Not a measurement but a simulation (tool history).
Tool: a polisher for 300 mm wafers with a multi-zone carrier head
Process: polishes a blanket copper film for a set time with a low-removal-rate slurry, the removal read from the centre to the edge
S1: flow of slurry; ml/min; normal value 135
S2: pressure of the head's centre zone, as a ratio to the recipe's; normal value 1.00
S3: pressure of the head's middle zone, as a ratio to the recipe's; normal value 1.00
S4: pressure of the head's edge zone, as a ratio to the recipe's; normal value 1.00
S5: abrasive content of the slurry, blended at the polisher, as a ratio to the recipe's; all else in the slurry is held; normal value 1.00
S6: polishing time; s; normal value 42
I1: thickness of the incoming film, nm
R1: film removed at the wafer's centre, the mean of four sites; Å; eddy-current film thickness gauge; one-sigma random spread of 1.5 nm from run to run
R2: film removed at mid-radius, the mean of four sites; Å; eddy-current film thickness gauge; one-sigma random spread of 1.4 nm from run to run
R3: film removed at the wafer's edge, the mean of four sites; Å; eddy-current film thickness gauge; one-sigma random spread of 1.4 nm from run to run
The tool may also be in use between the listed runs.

run   hour   S1    S2    S3    S4    S5  S6      I1    R1    R2    R3
  1    0.0  135  1.00  1.00  1.00  1.00  42  1141.4  1200  1243  1301
  2    6.2  135  1.00  1.00  1.00  1.00  42  1126.2  1234  1226  1305
  3   23.2  135  1.00  1.00  1.00  1.00  42  1137.6  1232  1232  1296
  4   49.9  155  1.00  1.00  1.12  1.00  31  1133.1   921   912   991
      62.4  -- carrier head's membrane replaced by a new one
  5   62.9  105  1.06  1.00  1.00  1.00  42  1157.8  1195  1148  1267
  6   66.8  135  1.00  0.91  1.00  1.00  42  1159.6  1194  1149  1299
      76.2  -- worn pad replaced by a new one
  7   76.7  135  1.00  1.00  1.00  1.00  42  1135.1  1185  1241  1290
  8  106.8  165  1.00  1.04  1.00  1.00  42  1150.6  1247  1296  1309
     111.6  -- slurry nozzle cleaned
     118.5  -- centre zone pressure recalibrated
  9  122.4  135  1.00  1.00  1.00  1.00  42  1139.5  1312  1295  1362
 10  169.2  135  1.00  0.94  1.00  1.00  42  1144.4  1315  1256  1361
     182.1  -- edge zone pressure recalibrated
 11  183.6  135  1.00  1.00  1.00  1.20  42  1162.4  1353  1381  1453
     196.5  -- worn pad replaced by a new one
 12  201.4  135  0.95  1.04  1.04  1.00  47  1122.7  1411  1535  1541
 13  215.5  135  1.12  1.00  1.00  1.25  42  1133.6  1497  1360  1448
 14  226.9  135  1.00  1.00  1.10  1.00  42  1133.1  1293  1321  1409
 15  239.1  115  0.90  1.00  1.00  1.00  42  1150.0  1169  1310  1340
 16  251.5  135  1.00  1.00  1.00  1.00  42  1123.2  1263  1312  1363
 17  264.2  150  1.00  1.00  1.00  1.00  42  1143.6  1338  1344  1368
 18  299.5  135  1.00  1.00  1.00  1.00  42  1136.3  1309  1322  1361
 19  306.7  135  1.00  1.00  1.00  1.00  42  1138.4  1321  1323  1377
     319.2  -- worn pad replaced by a new one
 20  323.6  135  1.00  1.00  1.00  1.00  42  1139.3  1307  1313  1360

Each row is a separate what-if for the run after 20, all from the same tool condition, not one after another. Results?
  A  324.0  135  1.00  1.00  1.00  1.00  42  1159.4   ?   ?   ?
  B  324.0   95  1.00  1.00  1.00  1.00  42  1159.4   ?   ?   ?
  C  324.0  135  1.00  1.00  1.08  0.80  42  1159.4   ?   ?   ?
  D  324.0  135  1.11  1.00  1.00  1.20  36  1159.4   ?   ?   ?
  E  324.0  115  1.07  1.00  1.06  0.75  42  1159.4   ?   ?   ?

run    R1    R2    R3
  A  1291  1328  1367
  B  1221  1266  1322
  C  1232  1268  1340
  D  1263  1183  1218
  E  1260  1224  1294
What these runs would have given with no unlogged condition in the tool:
run    R1    R2    R3
  A  1306  1342  1377
  B  1239  1282  1333
  C  1247  1281  1350
  D  1278  1196  1227
  E  1276  1238  1304

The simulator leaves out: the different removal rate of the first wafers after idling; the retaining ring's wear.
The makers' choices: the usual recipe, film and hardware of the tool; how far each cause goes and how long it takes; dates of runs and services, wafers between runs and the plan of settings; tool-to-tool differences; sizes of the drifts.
